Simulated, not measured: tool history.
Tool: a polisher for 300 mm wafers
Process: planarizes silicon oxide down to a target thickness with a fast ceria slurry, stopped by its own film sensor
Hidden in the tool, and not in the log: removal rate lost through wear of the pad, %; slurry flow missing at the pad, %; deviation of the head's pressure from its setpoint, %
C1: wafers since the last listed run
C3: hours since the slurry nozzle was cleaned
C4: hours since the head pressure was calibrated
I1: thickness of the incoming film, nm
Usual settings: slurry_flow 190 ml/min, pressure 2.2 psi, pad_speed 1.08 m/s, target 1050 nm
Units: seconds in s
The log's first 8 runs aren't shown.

{"hour": 537.7, "done": "slurry nozzle cleaned"}
{"run": 9, "hour": 564.1, "slurry_flow": 190, "pressure": 2, "pad_speed": 1.08, "target": 1050, "C1": 1088, "wafers polished on this pad": 2860, "C3": 26.4, "C4": 386.2, "I1": 1599.2, "seconds": 52.8}
{"run": 10, "hour": 610.6, "slurry_flow": 190, "pressure": 2, "pad_speed": 1.08, "target": 1050, "C1": 480, "wafers polished on this pad": 3341, "C3": 72.9, "C4": 432.7, "I1": 1620.6, "seconds": 55.8}
{"hour": 642.9, "done": "worn pad replaced by a new one"}
{"run": 11, "hour": 661.3, "slurry_flow": 150, "pressure": 2.2, "pad_speed": 1.08, "target": 1050, "C1": 482, "wafers polished on this pad": 189, "C3": 123.6, "C4": 483.4, "I1": 1606, "seconds": 47.8}
{"run": 12, "hour": 742.4, "slurry_flow": 190, "pressure": 2.2, "pad_speed": 1.08, "target": 1050, "C1": 838, "wafers polished on this pad": 1028, "C3": 204.7, "C4": 564.5, "I1": 1627.1, "seconds": 48}
{"run": 13, "hour": 819.9, "slurry_flow": 190, "pressure": 2.2, "pad_speed": 1.08, "target": 1050, "C1": 800, "wafers polished on this pad": 1829, "C3": 282.2, "C4": 642, "I1": 1612.6, "seconds": 47.5}
{"run": 14, "hour": 890.0, "slurry_flow": 150, "pressure": 1.7, "pad_speed": 1.08, "target": 1050, "C1": 724, "wafers polished on this pad": 2553, "C3": 352.3, "C4": 712.1, "I1": 1590.2, "seconds": 63.3}
{"run": 15, "hour": 971.3, "slurry_flow": 150, "pressure": 1.7, "pad_speed": 1.08, "target": 1050, "C1": 840, "wafers polished on this pad": 3393, "C3": 433.6, "C4": 793.4, "I1": 1616.6, "seconds": 66.2}
{"run": 16, "hour": 1042.7, "slurry_flow": 190, "pressure": 1.4, "pad_speed": 0.74, "target": 1050, "C1": 737, "wafers polished on this pad": 4131, "C3": 505, "C4": 864.8, "I1": 1626.3, "seconds": 119.1}
{"hour": 1060.3, "done": "worn pad replaced by a new one"}
{"hour": 1076.2, "done": "slurry nozzle cleaned"}
{"run": 17, "hour": 1135.1, "slurry_flow": 190, "pressure": 2.2, "pad_speed": 0.98, "target": 1199, "C1": 903, "wafers polished on this pad": 763, "C3": 58.9, "C4": 957.2, "I1": 1625.4, "seconds": 39.1}
{"run": 18, "hour": 1216.9, "slurry_flow": 190, "pressure": 2.9, "pad_speed": 1.08, "target": 1050, "C1": 845, "wafers polished on this pad": 1608, "C3": 140.7, "C4": 1039, "I1": 1588.8, "seconds": 33.5}
{"run": 19, "hour": 1265.6, "slurry_flow": 190, "pressure": 2.2, "pad_speed": 1.44, "target": 1156, "C1": 503, "wafers polished on this pad": 2111, "C3": 189.4, "C4": 1087.7, "I1": 1609.8, "seconds": 28.6}
{"run": 20, "hour": 1354.0, "slurry_flow": 190, "pressure": 2.2, "pad_speed": 1.08, "target": 1050, "C1": 913, "wafers polished on this pad": 3025, "C3": 277.8, "C4": 1176.1, "I1": 1595.9, "seconds": 46.9}
{"run": 21, "hour": 1419.1, "slurry_flow": 190, "pressure": 2.2, "pad_speed": 1.08, "target": 1050, "C1": 672, "wafers polished on this pad": 3698, "C3": 342.9, "C4": 1241.2, "I1": 1620.1, "seconds": 50.3}
{"hour": 1438.7, "done": "worn pad replaced by a new one"}
{"run": 22, "hour": 1522.0, "slurry_flow": 235, "pressure": 2.2, "pad_speed": 1.36, "target": 1050, "C1": 1022, "wafers polished on this pad": 860, "C3": 445.8, "C4": 1344.1, "I1": 1611.8, "seconds": 35.5}
{"run": 23, "hour": 1562.3, "slurry_flow": 250, "pressure": 2.2, "pad_speed": 1.3, "target": 1050, "C1": 416, "wafers polished on this pad": 1277, "C3": 486.1, "C4": 1384.4, "I1": 1597.1, "seconds": 36.6}
{"hour": 1580.8, "done": "head pressure recalibrated"}
{"run": 24, "hour": 1624.8, "slurry_flow": 190, "pressure": 1.9, "pad_speed": 0.72, "target": 1050, "C1": 625, "wafers polished on this pad": 1902, "C3": 548.6, "C4": 44, "I1": 1637.4, "seconds": 83.2}
{"hour": 1659.3, "done": "slurry nozzle cleaned"}
{"run": 25, "hour": 1698.7, "slurry_flow": 225, "pressure": 2.2, "pad_speed": 1.08, "target": 922, "C1": 753, "wafers polished on this pad": 2655, "C3": 39.4, "C4": 117.9, "I1": 1602.3, "seconds": 57}
{"run": 26, "hour": 1786.8, "slurry_flow": 135, "pressure": 2.2, "pad_speed": 1.08, "target": 1050, "C1": 910, "wafers polished on this pad": 3566, "C3": 127.5, "C4": 206, "I1": 1642.7, "seconds": 54.1}
{"hour": 1820.1, "done": "worn pad replaced by a new one"}
{"run": 27, "hour": 1861.9, "slurry_flow": 190, "pressure": 2.6, "pad_speed": 1.08, "target": 1050, "C1": 734, "wafers polished on this pad": 431, "C3": 202.6, "C4": 281.1, "I1": 1632.1, "seconds": 40.9}
{"run": 28, "hour": 1968.9, "slurry_flow": 220, "pressure": 1.7, "pad_speed": 1.38, "target": 1192, "C1": 1105, "wafers polished on this pad": 1537, "C3": 309.6, "C4": 388.1, "I1": 1612.4, "seconds": 35.5}
{"run": 29, "hour": 2058.4, "slurry_flow": 190, "pressure": 2.7, "pad_speed": 1.08, "target": 1050, "C1": 925, "wafers polished on this pad": 2462, "C3": 399.1, "C4": 477.6, "I1": 1633.5, "seconds": 40.9}
{"run": 30, "hour": 2095.3, "slurry_flow": 190, "pressure": 2.2, "pad_speed": 1.08, "target": 1050, "C1": 381, "wafers polished on this pad": 2844, "C3": 436, "C4": 514.5, "I1": 1636.9, "seconds": 50.6}

3 ways to go on from here, each from the tool as it stands after run 30. What would each give?
{"run": "A", "hour": 2095.7, "slurry_flow": 190, "pressure": 2.2, "pad_speed": 1.08, "target": 1050, "C1": 4, "wafers polished on this pad": 2848, "C3": 436.4, "C4": 514.9, "I1": 1610.3, "seconds": "?"}
{"run": "B", "hour": 2095.7, "slurry_flow": 190, "pressure": 2.8, "pad_speed": 1.08, "target": 1050, "C1": 4, "wafers polished on this pad": 2848, "C3": 436.4, "C4": 514.9, "I1": 1610.3, "seconds": "?"}
{"run": "C", "hour": 2095.7, "slurry_flow": 170, "pressure": 2.8, "pad_speed": 1.08, "target": 1133, "C1": 4, "wafers polished on this pad": 2848, "C3": 436.4, "C4": 514.9, "I1": 1610.3, "seconds": "?"}

run=A seconds=48.5
run=B seconds=38.1
run=C seconds=32.9
Without the tool's hidden state the same runs would have given:
run=A seconds=46
run=B seconds=36.2
run=C seconds=31.2
